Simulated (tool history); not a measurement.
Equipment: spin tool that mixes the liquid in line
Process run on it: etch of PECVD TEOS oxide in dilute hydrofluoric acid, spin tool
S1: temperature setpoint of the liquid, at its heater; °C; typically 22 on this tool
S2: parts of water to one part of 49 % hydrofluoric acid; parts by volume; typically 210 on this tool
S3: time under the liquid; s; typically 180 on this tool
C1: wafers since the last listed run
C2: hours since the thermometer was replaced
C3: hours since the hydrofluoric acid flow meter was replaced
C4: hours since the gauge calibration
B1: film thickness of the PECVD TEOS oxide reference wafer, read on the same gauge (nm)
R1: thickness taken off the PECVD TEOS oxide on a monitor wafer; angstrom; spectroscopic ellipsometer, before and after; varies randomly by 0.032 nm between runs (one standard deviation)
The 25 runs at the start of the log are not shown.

| run | hour | S1 | S2 | S3 | C1 | C2 | C3 | C4 | B1 | R1 |
|---|---|---|---|---|---|---|---|---|---|---|
| 26 | 1250.9 | 25 | 210 | 180 | 401 | 397.2 | 705.2 | 190.2 | 90.01 | 68.8 |
| 27 | 1291.2 | 22 | 210 | 180 | 384 | 437.5 | 745.5 | 230.5 | 90.03 | 62.5 |
| 28 | 1345.7 | 20.5 | 295 | 100 | 519 | 492 | 800 | 285 | 90.01 | 21.6 |
| 29 | 1407.2 | 27 | 270 | 280 | 586 | 553.5 | 861.5 | 346.5 | 90.04 | 84.6 |
|  | 1452.4 | thermometer replaced |
| 30 | 1452.9 | 22 | 165 | 180 | 425 | 0.5 | 907.2 | 392.2 | 90.02 | 79.7 |
|  | 1507.9 | hydrofluoric acid flow meter replaced |
| 31 | 1514.7 | 22 | 210 | 265 | 579 | 62.3 | 6.8 | 454 | 89.99 | 88.7 |
| 32 | 1546.8 | 19 | 120 | 180 | 305 | 94.4 | 38.9 | 486.1 | 90.02 | 102.4 |
| 33 | 1584.6 | 17 | 210 | 70 | 360 | 132.2 | 76.7 | 523.9 | 89.97 | 19.4 |
| 34 | 1653.6 | 23.5 | 140 | 85 | 657 | 201.2 | 145.7 | 592.9 | 90.01 | 49.3 |

Predict each of these 3 candidate next runs independently; none follows another, all start after run 34:
| A | 1654.1 | 22 | 210 | 215 | 4 | 201.7 | 146.2 | 593.4 | ? | ? |
| B | 1654.1 | 17.5 | 180 | 140 | 4 | 201.7 | 146.2 | 593.4 | ? | ? |
| C | 1654.1 | 24.5 | 180 | 140 | 4 | 201.7 | 146.2 | 593.4 | ? | ? |

| run | B1 | R1 |
|---|---|---|
| A | 90.01 | 72 |
| B | 90.01 | 47.4 |
| C | 90.01 | 62 |
Had the tool no hidden state, the same runs would have come out as:
| run | R1 |
|---|---|
| A | 70.6 |
| B | 46.4 |
| C | 60.8 |
